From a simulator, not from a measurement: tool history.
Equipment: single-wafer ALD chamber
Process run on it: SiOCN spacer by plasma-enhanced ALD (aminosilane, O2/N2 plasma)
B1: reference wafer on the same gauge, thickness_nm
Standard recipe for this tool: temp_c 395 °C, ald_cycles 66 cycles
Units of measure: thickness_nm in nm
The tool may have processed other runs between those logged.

Run 1, hour 0.0: usual settings; B1 3.806. Result: thickness_nm 3.864 nm.
Run 2, hour 17.8: usual settings; B1 3.815. Result: thickness_nm 3.868 nm.
Run 3, hour 30.0: usual settings; B1 3.812. Result: thickness_nm 3.860 nm.
Run 4, hour 46.5: usual settings; B1 3.813. Result: thickness_nm 3.867 nm.
Run 5, hour 58.0: usual settings; B1 3.819. Result: thickness_nm 3.860 nm.
Run 6, hour 73.3: usual settings; B1 3.823. Result: thickness_nm 3.858 nm.
Run 7, hour 87.4: usual settings; B1 3.822. Result: thickness_nm 3.870 nm.
Run 8, hour 96.4: usual settings; B1 3.824. Result: thickness_nm 3.873 nm.
Run 9, hour 111.0: usual settings but temp_c 391 °C; B1 3.828. Result: thickness_nm 3.865 nm.
Run 10, hour 119.7: usual settings; B1 3.829. Result: thickness_nm 3.862 nm.
Run 11, hour 126.1: usual settings; B1 3.826. Result: thickness_nm 3.891 nm.
Run 12, hour 139.7: usual settings; B1 3.830. Result: thickness_nm 3.877 nm.
Run 13, hour 148.7: usual settings but temp_c 407 °C; B1 3.830. Result: thickness_nm 3.794 nm.
Run 14, hour 157.7: usual settings but temp_c 407 °C; B1 3.830. Result: thickness_nm 3.791 nm.
Run 15, hour 163.8: usual settings; B1 3.837. Result: thickness_nm 3.894 nm.
Run 16, hour 176.2: usual settings; B1 3.837. Result: thickness_nm 3.862 nm.
Run 17, hour 185.5: usual settings; B1 3.841. Result: thickness_nm 3.901 nm.
Run 18, hour 202.8: usual settings; B1 3.841. Result: thickness_nm 3.889 nm.
Run 19, hour 214.6: usual settings; B1 3.850. Result: thickness_nm 3.880 nm.
Run 20, hour 221.8: usual settings; B1 3.842. Result: thickness_nm 3.897 nm.
Run 21, hour 228.3: usual settings but temp_c 399 °C, ald_cycles 55 cycles; B1 3.845. Result: thickness_nm 3.244 nm.
Run 22, hour 242.8: usual settings but temp_c 400 °C; B1 3.853. Result: thickness_nm 3.889 nm.
Run 23, hour 266.0: usual settings; B1 3.861. Result: thickness_nm 3.901 nm.
Run 24, hour 274.1: usual settings; B1 3.856. Result: thickness_nm 3.887 nm.
Run 25, hour 282.4: usual settings; B1 3.864. Result: thickness_nm 3.913 nm.
Run 26, hour 291.5: usual settings but temp_c 399 °C, ald_cycles 71 cycles; B1 3.864. Result: thickness_nm 4.197 nm.
Run 27, hour 308.7: usual settings but temp_c 409 °C, ald_cycles 61 cycles; B1 3.863. Result: thickness_nm 3.514 nm.
Run 28, hour 321.7: usual settings but ald_cycles 60 cycles; B1 3.870. Result: thickness_nm 3.569 nm.
At hour 338.7: gauge calibrated.
At hour 354.6: thermocouple changed; heater temperature recalibrated.
Run 29, hour 356.5: usual settings but ald_cycles 74 cycles; B1 3.801. Result: thickness_nm 4.307 nm.
Run 30, hour 366.3: usual settings; B1 3.802. Result: thickness_nm 3.838 nm.
Run 31, hour 380.0: usual settings but temp_c 404 °C, ald_cycles 59 cycles; B1 3.799. Result: thickness_nm 3.383 nm.
Run 32, hour 386.9: usual settings; B1 3.805. Result: thickness_nm 3.844 nm.
Run 33, hour 397.2: usual settings but temp_c 409 °C, ald_cycles 59 cycles; B1 3.798. Result: thickness_nm 3.351 nm.
Run 34, hour 414.8: usual settings but temp_c 404 °C, ald_cycles 59 cycles; B1 3.807. Result: thickness_nm 3.402 nm.
Run 35, hour 424.9: usual settings but ald_cycles 77 cycles; B1 3.805. Result: thickness_nm 4.514 nm.
Run 36, hour 443.5: usual settings; B1 3.802. Result: thickness_nm 3.857 nm.
Run 37, hour 455.1: usual settings but temp_c 386 °C, ald_cycles 57 cycles; B1 3.805. Result: thickness_nm 3.323 nm.
Run 38, hour 463.7: usual settings but ald_cycles 56 cycles; B1 3.802. Result: thickness_nm 3.264 nm.
Run 39, hour 478.6: usual settings but temp_c 408 °C, ald_cycles 55 cycles; B1 3.805. Result: thickness_nm 3.134 nm.
Run 40, hour 495.5: usual settings but temp_c 401 °C; B1 3.803. Result: thickness_nm 3.849 nm.

Each row is a separate what-if for the run after 40, all from the same tool condition, not one after another. Results?
Run A, hour 496.0: usual settings; B1 ?. Result: thickness_nm ?.
Run B, hour 496.0: usual settings but temp_c 389 °C, ald_cycles 56 cycles; B1 ?. Result: thickness_nm ?.
Run C, hour 496.0: usual settings but temp_c 403 °C; B1 ?. Result: thickness_nm ?.
Run D, hour 496.0: usual settings but temp_c 402 °C; B1 ?. Result: thickness_nm ?.

run     B1  thickness_nm
  A  3.807         3.865
  B  3.807         3.279
  C  3.807         3.822
  D  3.807         3.835
With no hidden state in the tool, these same runs would have given:
run  thickness_nm
  A         3.867
  B         3.281
  C         3.824
  D         3.837
